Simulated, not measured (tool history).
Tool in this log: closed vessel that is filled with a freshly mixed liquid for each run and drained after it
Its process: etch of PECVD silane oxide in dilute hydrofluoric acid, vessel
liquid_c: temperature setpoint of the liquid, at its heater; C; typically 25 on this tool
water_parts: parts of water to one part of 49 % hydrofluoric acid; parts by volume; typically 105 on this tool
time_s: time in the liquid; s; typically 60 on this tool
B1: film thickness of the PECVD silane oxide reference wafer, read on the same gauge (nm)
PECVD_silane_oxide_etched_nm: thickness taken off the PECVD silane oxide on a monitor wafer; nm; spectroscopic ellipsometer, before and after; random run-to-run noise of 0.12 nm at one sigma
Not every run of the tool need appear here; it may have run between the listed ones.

Run 1, hour 0: usual settings; B1 109.99. Result: PECVD_silane_oxide_etched_nm 23.61 nm.
Run 2, hour 107.4: usual settings; B1 110. Result: PECVD_silane_oxide_etched_nm 23.29 nm.
Run 3, hour 205.2: usual settings but liquid_c 23.5 C; B1 109.99. Result: PECVD_silane_oxide_etched_nm 21.83 nm.
Run 4, hour 295.8: usual settings but water_parts 145 parts by volume; B1 109.99. Result: PECVD_silane_oxide_etched_nm 16.02 nm.
Run 5, hour 392.4: usual settings; B1 109.98. Result: PECVD_silane_oxide_etched_nm 23.17 nm.
Run 6, hour 491.3: usual settings; B1 110. Result: PECVD_silane_oxide_etched_nm 23.36 nm.
Run 7, hour 597.1: usual settings; B1 110.01. Result: PECVD_silane_oxide_etched_nm 23.29 nm.
At hour 609.5: thermometer replaced.
Run 8, hour 640.9: usual settings but time_s 45 s; B1 110.02. Result: PECVD_silane_oxide_etched_nm 17.35 nm.
Run 9, hour 686.3: usual settings but time_s 45 s; B1 109.99. Result: PECVD_silane_oxide_etched_nm 17.32 nm.
Run 10, hour 794.1: usual settings but liquid_c 26.5 C, water_parts 65 parts by volume; B1 110. Result: PECVD_silane_oxide_etched_nm 41.9 nm.
Run 11, hour 899.4: usual settings but liquid_c 26.5 C, time_s 45 s; B1 110. Result: PECVD_silane_oxide_etched_nm 18.5 nm.
At hour 899.6: gauge calibrated.
Run 12, hour 991.8: usual settings; B1 110. Result: PECVD_silane_oxide_etched_nm 23.06 nm.
Run 13, hour 1048.8: usual settings; B1 110. Result: PECVD_silane_oxide_etched_nm 23.14 nm.
Run 14, hour 1089.4: usual settings; B1 109.98. Result: PECVD_silane_oxide_etched_nm 22.94 nm.
Run 15, hour 1169.5: usual settings but liquid_c 22.5 C, water_parts 70 parts by volume, time_s 75 s; B1 109.99. Result: PECVD_silane_oxide_etched_nm 40.88 nm.
Run 16, hour 1246.9: usual settings but liquid_c 29.5 C, water_parts 60 parts by volume, time_s 50 s; B1 110. Result: PECVD_silane_oxide_etched_nm 42.47 nm.
Run 17, hour 1292.4: usual settings but liquid_c 20.5 C, water_parts 145 parts by volume; B1 109.99. Result: PECVD_silane_oxide_etched_nm 13.27 nm.
Run 18, hour 1376: usual settings but time_s 40 s; B1 109.99. Result: PECVD_silane_oxide_etched_nm 15.32 nm.
Run 19, hour 1419.5: usual settings but liquid_c 26.5 C, water_parts 65 parts by volume; B1 110. Result: PECVD_silane_oxide_etched_nm 41.76 nm.
Run 20, hour 1472.2: usual settings but liquid_c 23.5 C, time_s 75 s; B1 109.99. Result: PECVD_silane_oxide_etched_nm 27.05 nm.
Run 21, hour 1544.6: usual settings; B1 110. Result: PECVD_silane_oxide_etched_nm 23 nm.
Run 22, hour 1608.2: usual settings but liquid_c 20.5 C, water_parts 130 parts by volume, time_s 80 s; B1 110. Result: PECVD_silane_oxide_etched_nm 20.22 nm.
At hour 1646.3: hydrofluoric acid flow meter replaced.
At hour 1794.2: thermometer replaced.
Run 23, hour 1858.3: usual settings but water_parts 90 parts by volume, time_s 35 s; B1 110.02. Result: PECVD_silane_oxide_etched_nm 16.11 nm.
Run 24, hour 1906.2: usual settings but liquid_c 20.5 C, water_parts 130 parts by volume, time_s 50 s; B1 110. Result: PECVD_silane_oxide_etched_nm 12.95 nm.
Run 25, hour 1969.2: usual settings; B1 110.02. Result: PECVD_silane_oxide_etched_nm 23.36 nm.
Run 26, hour 2050.9: usual settings but liquid_c 23 C, water_parts 80 parts by volume, time_s 30 s; B1 110. Result: PECVD_silane_oxide_etched_nm 14.53 nm.
Run 27, hour 2121.6: usual settings but liquid_c 21.5 C, time_s 85 s; B1 110.04. Result: PECVD_silane_oxide_etched_nm 28.83 nm.
Run 28, hour 2164.8: usual settings but liquid_c 28.5 C, time_s 85 s; B1 110.02. Result: PECVD_silane_oxide_etched_nm 37.97 nm.
Run 29, hour 2232.9: usual settings but time_s 90 s; B1 110.01. Result: PECVD_silane_oxide_etched_nm 34.99 nm.
Run 30, hour 2270.5: usual settings but water_parts 125 parts by volume, time_s 45 s; B1 110. Result: PECVD_silane_oxide_etched_nm 14.19 nm.
Run 31, hour 2315.2: usual settings but time_s 35 s; B1 110.02. Result: PECVD_silane_oxide_etched_nm 13.46 nm.
Run 32, hour 2423.1: usual settings but liquid_c 23.5 C, time_s 50 s; B1 110.02. Result: PECVD_silane_oxide_etched_nm 18.47 nm.
Run 33, hour 2520.4: usual settings but liquid_c 28.5 C, water_parts 65 parts by volume, time_s 50 s; B1 109.98. Result: PECVD_silane_oxide_etched_nm 37.93 nm.
Run 34, hour 2704.5: usual settings but liquid_c 22.5 C, water_parts 120 parts by volume, time_s 95 s; B1 110. Result: PECVD_silane_oxide_etched_nm 28.35 nm.

Forecast each of these 3 alternatives for the next run:
Run A, hour 2705.2: usual settings; B1 ?. Result: PECVD_silane_oxide_etched_nm ?.
Run B, hour 2705.2: usual settings but liquid_c 28.5 C; B1 ?. Result: PECVD_silane_oxide_etched_nm ?.
Run C, hour 2705.2: usual settings but liquid_c 20 C, water_parts 150 parts by volume, time_s 30 s; B1 ?. Result: PECVD_silane_oxide_etched_nm ?.

run      B1  PECVD_silane_oxide_etched_nm
  A  110.01                         22.93
  B  110.01                         26.24
  C  110.01                          6.26
Had the tool no hidden state, the same runs would have come out as:
run  PECVD_silane_oxide_etched_nm
  A                         23.18
  B                         26.53
  C                          6.33
